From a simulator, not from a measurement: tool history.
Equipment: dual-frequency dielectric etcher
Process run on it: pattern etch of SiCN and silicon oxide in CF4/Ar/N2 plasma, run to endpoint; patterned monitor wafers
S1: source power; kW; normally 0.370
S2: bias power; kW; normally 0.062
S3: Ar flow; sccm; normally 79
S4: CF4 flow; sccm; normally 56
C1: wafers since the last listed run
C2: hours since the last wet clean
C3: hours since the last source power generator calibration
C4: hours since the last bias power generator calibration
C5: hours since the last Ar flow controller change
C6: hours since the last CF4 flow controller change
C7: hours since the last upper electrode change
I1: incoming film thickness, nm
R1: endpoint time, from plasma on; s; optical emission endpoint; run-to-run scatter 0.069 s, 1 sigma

Run 1, hour 0.0: usual settings; C1 0; C2 472.0; C3 2025.0; C4 3620.4; C5 1334.6; C6 1823.0; C7 1628.2; I1 15.31. Result: R1 22.1 s.
At hour 35.5: wet clean of the chamber.
Run 2, hour 36.0: usual settings but S2 0.055 kW; C1 138; C2 0.5; C3 2061.0; C4 3656.4; C5 1370.6; C6 1859.0; C7 1664.2; I1 15.32. Result: R1 23.6 s.
Run 3, hour 55.3: usual settings but S2 0.055 kW; C1 223; C2 19.8; C3 2080.3; C4 3675.7; C5 1389.9; C6 1878.3; C7 1683.5; I1 15.34. Result: R1 23.6 s.
Run 4, hour 93.9: usual settings but S2 0.055 kW; C1 446; C2 58.4; C3 2118.9; C4 3714.3; C5 1428.5; C6 1916.9; C7 1722.1; I1 15.34. Result: R1 23.7 s.
Run 5, hour 136.4: usual settings; C1 491; C2 100.9; C3 2161.4; C4 3756.8; C5 1471.0; C6 1959.4; C7 1764.6; I1 15.24. Result: R1 22.6 s.
Run 6, hour 169.1: usual settings but S4 53 sccm; C1 378; C2 133.6; C3 2194.1; C4 3789.5; C5 1503.7; C6 1992.1; C7 1797.3; I1 15.42. Result: R1 23.0 s.
Run 7, hour 195.5: usual settings; C1 305; C2 160.0; C3 2220.5; C4 3815.9; C5 1530.1; C6 2018.5; C7 1823.7; I1 15.15. Result: R1 22.4 s.
Run 8, hour 243.9: usual settings; C1 560; C2 208.4; C3 2268.9; C4 3864.3; C5 1578.5; C6 2066.9; C7 1872.1; I1 15.33. Result: R1 22.6 s.
Run 9, hour 298.7: usual settings; C1 634; C2 263.2; C3 2323.7; C4 3919.1; C5 1633.3; C6 2121.7; C7 1926.9; I1 15.24. Result: R1 22.4 s.
Run 10, hour 322.8: usual settings but S1 0.320 kW; C1 278; C2 287.3; C3 2347.8; C4 3943.2; C5 1657.4; C6 2145.8; C7 1951.0; I1 15.27. Result: R1 25.9 s.
At hour 354.3: upper electrode replaced.
Run 11, hour 382.3: usual settings but S1 0.320 kW; C1 410; C2 346.8; C3 2407.3; C4 4002.7; C5 1716.9; C6 2205.3; C7 28.0; I1 15.28. Result: R1 25.7 s.
Run 12, hour 428.0: usual settings; C1 528; C2 392.5; C3 2453.0; C4 4048.4; C5 1762.6; C6 2251.0; C7 73.7; I1 15.20. Result: R1 22.2 s.
Run 13, hour 458.5: usual settings but S4 62 sccm; C1 352; C2 423.0; C3 2483.5; C4 4078.9; C5 1793.1; C6 2281.5; C7 104.2; I1 15.39. Result: R1 22.1 s.
At hour 483.6: bias power generator calibrated.
At hour 486.6: CF4 flow controller replaced.
Run 14, hour 510.6: usual settings but S4 45 sccm; C1 521; C2 475.1; C3 2535.6; C4 27.0; C5 1845.2; C6 24.0; C7 156.3; I1 15.23. Result: R1 23.0 s.
At hour 575.0: wet clean of the chamber.
Run 15, hour 575.5: usual settings but S1 0.340 kW, S3 84 sccm, S4 60 sccm; C1 473; C2 0.5; C3 2600.5; C4 91.9; C5 1910.1; C6 88.9; C7 221.2; I1 15.29. Result: R1 24.7 s.
At hour 587.9: Ar flow controller replaced.
Run 16, hour 588.4: usual settings but S1 0.450 kW, S2 0.053 kW, S3 65 sccm, S4 69 sccm; C1 79; C2 13.4; C3 2613.4; C4 104.8; C5 0.5; C6 101.8; C7 234.1; I1 15.19. Result: R1 18.5 s.
Run 17, hour 640.1: usual settings but S1 0.410 kW, S4 64 sccm; C1 598; C2 65.1; C3 2665.1; C4 156.5; C5 52.2; C6 153.5; C7 285.8; I1 15.28. Result: R1 20.2 s.
Run 18, hour 682.6: usual settings; C1 491; C2 107.6; C3 2707.6; C4 199.0; C5 94.7; C6 196.0; C7 328.3; I1 15.31. Result: R1 22.9 s.
At hour 726.0: source power generator calibrated.
Run 19, hour 864.5: usual settings but S1 0.290 kW, S2 0.072 kW, S3 95 sccm, S4 64 sccm; C1 2058; C2 289.5; C3 138.5; C4 380.9; C5 276.6; C6 377.9; C7 510.2; I1 15.23. Result: R1 25.9 s.
Run 20, hour 898.9: usual settings but S2 0.068 kW; C1 398; C2 323.9; C3 172.9; C4 415.3; C5 311.0; C6 412.3; C7 544.6; I1 15.24. Result: R1 20.8 s.
Run 21, hour 924.8: usual settings but S1 0.310 kW, S3 85 sccm; C1 299; C2 349.8; C3 198.8; C4 441.2; C5 336.9; C6 438.2; C7 570.5; I1 15.40. Result: R1 25.7 s.
Run 22, hour 977.1: usual settings; C1 605; C2 402.1; C3 251.1; C4 493.5; C5 389.2; C6 490.5; C7 622.8; I1 15.27. Result: R1 21.3 s.
Run 23, hour 1001.7: usual settings but S1 0.310 kW, S2 0.049 kW, S3 61 sccm, S4 42 sccm; C1 284; C2 426.7; C3 275.7; C4 518.1; C5 413.8; C6 515.1; C7 647.4; I1 15.33. Result: R1 27.6 s.

For some of the steps in R1 from one run to the next: how much would appear even if the tool had no hidden state, given the settings, what came in and random variation, and how much remains for the hidden state plus any gauge scatter that the measured result and the result without hidden state don't share?
What the log doesn't record here: etch rate over this chamber's usual, %; source power that arrives over what is set, %; bias power that arrives over what is set, %; Ar flow that arrives over what is set, %; CF4 flow that arrives over what is set, %.
Run 1 -> 2: S2 0.062 -> 0.055, wet clean of the chamber. R1 +1.5 s: hidden state +0.7, all else +0.8.
Run 15 -> 16: S1 0.340 -> 0.450, S2 0.062 -> 0.053, S3 84 -> 65, S4 60 -> 69, Ar flow controller replaced. R1 -6.2 s: hidden state -0.2, all else -6.0.
Run 18 -> 19: S1 0.370 -> 0.290, S2 0.062 -> 0.072, S3 79 -> 95, S4 56 -> 64, source power generator calibrated. R1 +3.0 s: hidden state -1.3, all else +4.3.
Run 22 -> 23: S1 0.370 -> 0.310, S2 0.062 -> 0.049, S3 79 -> 61, S4 56 -> 42. R1 +6.3 s: hidden state -0.2, all else +6.5.
